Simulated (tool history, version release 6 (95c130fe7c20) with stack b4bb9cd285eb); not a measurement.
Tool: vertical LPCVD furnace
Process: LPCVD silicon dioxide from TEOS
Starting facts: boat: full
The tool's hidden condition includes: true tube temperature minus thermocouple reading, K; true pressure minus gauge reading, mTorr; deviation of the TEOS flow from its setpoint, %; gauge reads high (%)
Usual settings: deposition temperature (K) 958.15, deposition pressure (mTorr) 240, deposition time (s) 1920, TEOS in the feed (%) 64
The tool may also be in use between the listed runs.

run	hour	deposition temperature (K)	deposition pressure (mTorr)	deposition time (s)	TEOS in the feed (%)	wafers since the last listed run	hours since the last temperature calibration	hours since the pressure gauge was zeroed	hours since the TEOS flow controller was replaced	hours since the gauge calibration	read-back reference wafer on the same gauge, thickness	film thickness on the monitor wafer in the middle of the boat (angstrom)
1	0.0	958.15	240	1920	64	0	1794.5	1896.9	2191.1	2724.9	148.77	1436.4
2	40.1	958.15	240	1920	64	998	1834.6	1937.0	2231.2	2765.0	149.19	1423.6
3	133.5	958.15	240	1920	64	2326	1928.0	2030.4	2324.6	2858.4	148.96	1436.9
# hour 259.9: pressure gauge zeroed
4	400.6	958.15	240	1920	64	6055	2195.1	140.7	2591.7	3125.5	148.69	1404.1
5	490.7	958.15	240	1920	64	2244	2285.2	230.8	2681.8	3215.6	149.05	1402.2
6	583.0	958.15	240	1920	64	2299	2377.5	323.1	2774.1	3307.9	148.91	1406.1
7	660.5	958.15	240	2340	64	1930	2455.0	400.6	2851.6	3385.4	148.96	1719.5
8	719.7	958.15	240	1920	64	1474	2514.2	459.8	2910.8	3444.6	148.85	1404.9
9	806.7	970.15	240	1920	74	2167	2601.2	546.8	2997.8	3531.6	148.79	1999.6
# hour 880.2: TEOS flow controller replaced
10	904.9	958.15	210	1920	64	1848	2699.4	645.0	24.7	3629.8	149.21	1311.9
# hour 1049.3: pressure gauge zeroed, repeated, since the last time left the tool worse
11	1149.3	958.15	240	1920	64	5490	2943.8	100.0	269.1	3874.2	148.96	1443.9
# hour 1175.9: gauge calibrated
12	1207.8	958.15	240	1920	64	1457	3002.3	158.5	327.6	31.9	148.94	1451.5
13	1265.7	958.15	240	1920	64	1442	3060.2	216.4	385.5	89.8	149.04	1437.3
14	1331.5	958.15	240	1920	70	1639	3126.0	282.2	451.3	155.6	149.26	1494.2
15	1377.3	958.15	290	1920	59	1140	3171.8	328.0	497.1	201.4	148.75	1511.5
16	1421.8	965.15	210	1920	61	1108	3216.3	372.5	541.6	245.9	148.84	1561.9
# hour 1659.3: thermocouples replaced and temperature profile calibrated
17	1659.8	958.15	240	1920	59	5331	0.5	610.5	779.6	483.9	148.76	1375.2
18	1688.9	958.15	190	1410	75	724	29.6	639.6	808.7	513.0	148.90	1011.5
19	1785.7	948.15	195	1920	52	2411	126.4	736.4	905.5	609.8	148.96	912.2
20	1889.1	954.15	185	2670	75	2575	229.8	839.8	1008.9	713.2	149.38	1710.3

For run 21, what comes out?
21	1963.2	958.15	240	1920	64	1845	303.9	913.9	1083.0	787.3	?	?

{"run 21": {"read-back reference wafer on the same gauge, thickness": 149.22, "film thickness on the monitor wafer in the middle of the boat (angstrom)": 1421.1}}
Had the tool carried no hidden state, the very same run would have given film thickness on the monitor wafer in the middle of the boat (angstrom) 1433.8.

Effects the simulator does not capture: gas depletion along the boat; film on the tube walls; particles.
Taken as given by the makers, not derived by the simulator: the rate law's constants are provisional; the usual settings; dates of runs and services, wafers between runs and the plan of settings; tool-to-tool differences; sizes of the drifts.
